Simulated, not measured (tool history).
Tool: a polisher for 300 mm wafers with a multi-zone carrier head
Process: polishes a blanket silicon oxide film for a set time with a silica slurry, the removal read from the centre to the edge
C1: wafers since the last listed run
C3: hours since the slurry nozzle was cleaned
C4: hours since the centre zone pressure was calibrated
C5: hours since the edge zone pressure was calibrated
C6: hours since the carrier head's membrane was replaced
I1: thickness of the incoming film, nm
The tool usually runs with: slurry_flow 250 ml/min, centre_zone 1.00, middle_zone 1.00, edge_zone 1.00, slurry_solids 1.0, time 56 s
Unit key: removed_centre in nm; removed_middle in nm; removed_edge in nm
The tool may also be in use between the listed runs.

run 1 hour=0.0 | slurry_flow=180 centre_zone=1.00 middle_zone=1.00 edge_zone=1.04 slurry_solids=1.0 time=56 | C1=0 wafers_polished_on_this_pad=1486 C3=41.8 C4=748.3 C5=341.6 C6=195.3 | I1=1541.2 | removed_centre=188.2 removed_middle=174.8 removed_edge=181.6
-- hour=26.0 centre zone pressure recalibrated
run 2 hour=75.3 | slurry_flow=250 centre_zone=1.00 middle_zone=1.00 edge_zone=1.00 slurry_solids=1.0 time=56 | C1=781 wafers_polished_on_this_pad=2267 C3=117.1 C4=49.3 C5=416.9 C6=270.6 | I1=1566.9 | removed_centre=186.5 removed_middle=184.9 removed_edge=188.8
run 3 hour=160.8 | slurry_flow=250 centre_zone=0.97 middle_zone=1.00 edge_zone=1.00 slurry_solids=1.0 time=56 | C1=911 wafers_polished_on_this_pad=3179 C3=202.6 C4=134.8 C5=502.4 C6=356.1 | I1=1555.0 | removed_centre=182.6 removed_middle=183.1 removed_edge=188.0
-- hour=179.8 worn pad replaced by a new one
run 4 hour=217.7 | slurry_flow=250 centre_zone=0.97 middle_zone=1.00 edge_zone=1.00 slurry_solids=1.0 time=56 | C1=563 wafers_polished_on_this_pad=404 C3=259.5 C4=191.7 C5=559.3 C6=413.0 | I1=1540.8 | removed_centre=180.5 removed_middle=184.3 removed_edge=184.8
run 5 hour=297.4 | slurry_flow=250 centre_zone=0.97 middle_zone=1.00 edge_zone=1.00 slurry_solids=1.0 time=56 | C1=849 wafers_polished_on_this_pad=1254 C3=339.2 C4=271.4 C5=639.0 C6=492.7 | I1=1540.6 | removed_centre=186.1 removed_middle=185.0 removed_edge=185.3
-- hour=317.7 slurry nozzle cleaned
run 6 hour=402.3 | slurry_flow=250 centre_zone=1.00 middle_zone=1.00 edge_zone=1.00 slurry_solids=1.0 time=56 | C1=1107 wafers_polished_on_this_pad=2361 C3=84.6 C4=376.3 C5=743.9 C6=597.6 | I1=1563.9 | removed_centre=189.7 removed_middle=187.3 removed_edge=185.7
run 7 hour=464.9 | slurry_flow=250 centre_zone=1.00 middle_zone=1.00 edge_zone=1.00 slurry_solids=1.0 time=56 | C1=667 wafers_polished_on_this_pad=3029 C3=147.2 C4=438.9 C5=806.5 C6=660.2 | I1=1538.3 | removed_centre=195.8 removed_middle=189.0 removed_edge=187.2
-- hour=525.0 worn pad replaced by a new one
run 8 hour=565.7 | slurry_flow=250 centre_zone=1.00 middle_zone=1.00 edge_zone=1.00 slurry_solids=1.0 time=68 | C1=1031 wafers_polished_on_this_pad=434 C3=248.0 C4=539.7 C5=907.3 C6=761.0 | I1=1512.2 | removed_centre=234.3 removed_middle=223.7 removed_edge=225.8
-- hour=643.1 centre zone pressure recalibrated
run 9 hour=653.4 | slurry_flow=250 centre_zone=1.00 middle_zone=1.00 edge_zone=1.00 slurry_solids=1.0 time=68 | C1=913 wafers_polished_on_this_pad=1347 C3=335.7 C4=10.3 C5=995.0 C6=848.7 | I1=1540.8 | removed_centre=225.8 removed_middle=225.3 removed_edge=229.2
-- hour=662.3 slurry nozzle cleaned
run 10 hour=702.3 | slurry_flow=250 centre_zone=1.00 middle_zone=1.00 edge_zone=1.00 slurry_solids=1.0 time=68 | C1=510 wafers_polished_on_this_pad=1858 C3=40.0 C4=59.2 C5=1043.9 C6=897.6 | I1=1564.3 | removed_centre=225.7 removed_middle=223.9 removed_edge=226.4
run 11 hour=763.8 | slurry_flow=250 centre_zone=1.00 middle_zone=1.00 edge_zone=1.00 slurry_solids=0.9 time=56 | C1=655 wafers_polished_on_this_pad=2513 C3=101.5 C4=120.7 C5=1105.4 C6=959.1 | I1=1517.8 | removed_centre=182.4 removed_middle=181.9 removed_edge=178.8
-- hour=838.4 worn pad replaced by a new one
run 12 hour=858.9 | slurry_flow=335 centre_zone=0.89 middle_zone=1.00 edge_zone=1.00 slurry_solids=1.0 time=36 | C1=971 wafers_polished_on_this_pad=218 C3=196.6 C4=215.8 C5=1200.5 C6=1054.2 | I1=1530.7 | removed_centre=112.2 removed_middle=123.7 removed_edge=123.7
run 13 hour=932.5 | slurry_flow=250 centre_zone=0.97 middle_zone=1.00 edge_zone=1.00 slurry_solids=1.0 time=56 | C1=784 wafers_polished_on_this_pad=1002 C3=270.2 C4=289.4 C5=1274.1 C6=1127.8 | I1=1533.7 | removed_centre=183.4 removed_middle=186.5 removed_edge=187.8
-- hour=938.6 carrier head's membrane replaced by a new one
run 14 hour=985.1 | slurry_flow=250 centre_zone=1.00 middle_zone=1.00 edge_zone=1.00 slurry_solids=1.0 time=56 | C1=507 wafers_polished_on_this_pad=1510 C3=322.8 C4=342.0 C5=1326.7 C6=46.5 | I1=1547.2 | removed_centre=186.6 removed_middle=186.0 removed_edge=186.2
-- hour=1058.4 slurry nozzle cleaned
run 15 hour=1087.8 | slurry_flow=250 centre_zone=1.00 middle_zone=1.00 edge_zone=1.00 slurry_solids=1.0 time=74 | C1=1084 wafers_polished_on_this_pad=2594 C3=29.4 C4=444.7 C5=1429.4 C6=149.2 | I1=1543.1 | removed_centre=250.9 removed_middle=245.7 removed_edge=246.1
-- hour=1138.1 edge zone pressure recalibrated
run 16 hour=1179.8 | slurry_flow=250 centre_zone=1.11 middle_zone=1.00 edge_zone=1.00 slurry_solids=0.9 time=56 | C1=959 wafers_polished_on_this_pad=3553 C3=121.4 C4=536.7 C5=41.7 C6=241.2 | I1=1545.1 | removed_centre=207.2 removed_middle=181.4 removed_edge=181.9
-- hour=1202.3 worn pad replaced by a new one
run 17 hour=1253.8 | slurry_flow=195 centre_zone=1.00 middle_zone=1.00 edge_zone=1.06 slurry_solids=1.0 time=71 | C1=746 wafers_polished_on_this_pad=548 C3=195.4 C4=610.7 C5=115.7 C6=315.2 | I1=1532.8 | removed_centre=238.6 removed_middle=226.7 removed_edge=235.7
-- hour=1261.1 centre zone pressure recalibrated
run 18 hour=1359.9 | slurry_flow=250 centre_zone=1.00 middle_zone=0.92 edge_zone=0.89 slurry_solids=1.0 time=47 | C1=1109 wafers_polished_on_this_pad=1658 C3=301.5 C4=98.8 C5=221.8 C6=421.3 | I1=1555.3 | removed_centre=157.6 removed_middle=149.3 removed_edge=150.1
run 19 hour=1415.6 | slurry_flow=250 centre_zone=1.00 middle_zone=1.00 edge_zone=1.00 slurry_solids=1.0 time=56 | C1=593 wafers_polished_on_this_pad=2252 C3=357.2 C4=154.5 C5=277.5 C6=477.0 | I1=1538.0 | removed_centre=189.3 removed_middle=185.4 removed_edge=184.6
-- hour=1438.0 slurry nozzle cleaned
run 20 hour=1453.8 | slurry_flow=250 centre_zone=1.08 middle_zone=1.00 edge_zone=1.00 slurry_solids=1.0 time=71 | C1=396 wafers_polished_on_this_pad=2648 C3=15.8 C4=192.7 C5=315.7 C6=515.2 | I1=1556.5 | removed_centre=258.7 removed_middle=232.8 removed_edge=239.8
-- hour=1494.2 worn pad replaced by a new one
run 21 hour=1518.3 | slurry_flow=310 centre_zone=1.00 middle_zone=1.00 edge_zone=1.00 slurry_solids=1.0 time=68 | C1=644 wafers_polished_on_this_pad=256 C3=80.3 C4=257.2 C5=380.2 C6=579.7 | I1=1554.2 | removed_centre=236.0 removed_middle=231.1 removed_edge=231.6
run 22 hour=1600.7 | slurry_flow=250 centre_zone=1.00 middle_zone=1.08 edge_zone=0.90 slurry_solids=1.0 time=56 | C1=878 wafers_polished_on_this_pad=1135 C3=162.7 C4=339.6 C5=462.6 C6=662.1 | I1=1516.8 | removed_centre=189.6 removed_middle=194.3 removed_edge=177.5

The tool's hidden state at each run:
removal rate lost through wear of the pad, %: 0 on each run
slurry flow missing at the pad, %: 0 on each run
deviation of the edge zone's pressure from its setpoint, %: 0 on each run
H1: deviation of the centre zone's pressure from its setpoint, %
run=1 H1=6.57
run=2 H1=1.1
run=3 H1=1.28
run=4 H1=1.49
run=5 H1=1.91
run=6 H1=2.67
run=7 H1=3.25
run=8 H1=4.36
run=9 H1=-0.017
run=10 H1=0.0213
run=11 H1=0.146
run=12 H1=0.506
run=13 H1=0.925
run=14 H1=1.3
run=15 H1=2.21
run=16 H1=3.22
run=17 H1=4.18
run=18 H1=0.347
run=19 H1=0.505
run=20 H1=0.655
run=21 H1=0.981
run=22 H1=1.53

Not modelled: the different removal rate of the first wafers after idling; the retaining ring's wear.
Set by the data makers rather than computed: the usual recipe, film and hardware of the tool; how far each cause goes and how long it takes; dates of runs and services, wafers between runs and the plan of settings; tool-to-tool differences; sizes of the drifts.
